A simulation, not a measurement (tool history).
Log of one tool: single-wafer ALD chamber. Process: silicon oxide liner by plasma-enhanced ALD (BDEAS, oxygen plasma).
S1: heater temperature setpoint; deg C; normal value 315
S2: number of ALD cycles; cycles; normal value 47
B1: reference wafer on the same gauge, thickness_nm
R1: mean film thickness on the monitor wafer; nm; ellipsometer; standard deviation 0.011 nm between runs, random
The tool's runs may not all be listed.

| run | hour | S1 | S2 | B1 | R1 |
|---|---|---|---|---|---|
| 1 | 0 | 315 | 47 | 5.073 | 4.555 |
| 2 | 49.9 | 315 | 47 | 5.078 | 4.558 |
| 3 | 77.8 | 315 | 47 | 5.078 | 4.579 |
| 4 | 105.8 | 324 | 47 | 5.079 | 4.505 |
| 5 | 148.6 | 315 | 47 | 5.081 | 4.559 |
| 6 | 216.7 | 315 | 47 | 5.085 | 4.599 |
| 7 | 288.1 | 315 | 47 | 5.085 | 4.575 |
| 8 | 334.6 | 315 | 40 | 5.092 | 3.88 |
| 9 | 371.4 | 315 | 40 | 5.093 | 3.884 |
| 10 | 432.8 | 315 | 40 | 5.094 | 3.902 |
| 11 | 487.1 | 315 | 47 | 5.099 | 4.597 |
| 12 | 512.4 | 315 | 47 | 5.101 | 4.569 |
| 13 | 582.8 | 315 | 47 | 5.104 | 4.595 |
| 14 | 653.6 | 315 | 47 | 5.109 | 4.596 |
| 15 | 710.4 | 315 | 47 | 5.113 | 4.6 |
| 16 | 779.5 | 321 | 56 | 5.075 | 5.404 |
| 17 | 811 | 304 | 50 | 5.076 | 4.941 |
| 18 | 881.2 | 322 | 50 | 5.078 | 4.814 |
| 19 | 914 | 320 | 51 | 5.076 | 4.918 |
| 20 | 981.7 | 315 | 47 | 5.078 | 4.602 |
| 21 | 1020.8 | 315 | 47 | 5.077 | 4.588 |
| 22 | 1055.9 | 305 | 44 | 5.08 | 4.366 |
| 23 | 1112.2 | 305 | 47 | 5.08 | 4.65 |
| 24 | 1162.2 | 315 | 47 | 5.079 | 4.581 |
| 25 | 1213.2 | 315 | 43 | 5.081 | 4.193 |
| 26 | 1279 | 315 | 54 | 5.081 | 5.256 |
| 27 | 1316.9 | 330 | 56 | 5.082 | 5.328 |
| 28 | 1346.8 | 327 | 42 | 5.085 | 4.005 |
| 29 | 1379.4 | 306 | 44 | 5.082 | 4.353 |
| 30 | 1428.3 | 326 | 41 | 5.086 | 3.944 |
| 31 | 1589.3 | 325 | 41 | 5.092 | 3.937 |

Not shown: 2 entries that the log had between the listed runs. Between which runs, and how does the tool's hidden state differ before and after?
Runs 15 to 16: gauge calibrated (hour 775.5)
  gauge reads high (%): 0.877 -> 0.12
  measured value less the no-hidden-state value, R1: +0.04 -> +0.006 nm
Runs 19 to 20: thermocouple changed; heater temperature recalibrated (hour 923.9)
  gauge reads high (%): 0.129 -> 0.142
  measured value less the no-hidden-state value, R1: +0.006 -> +0.006 nm
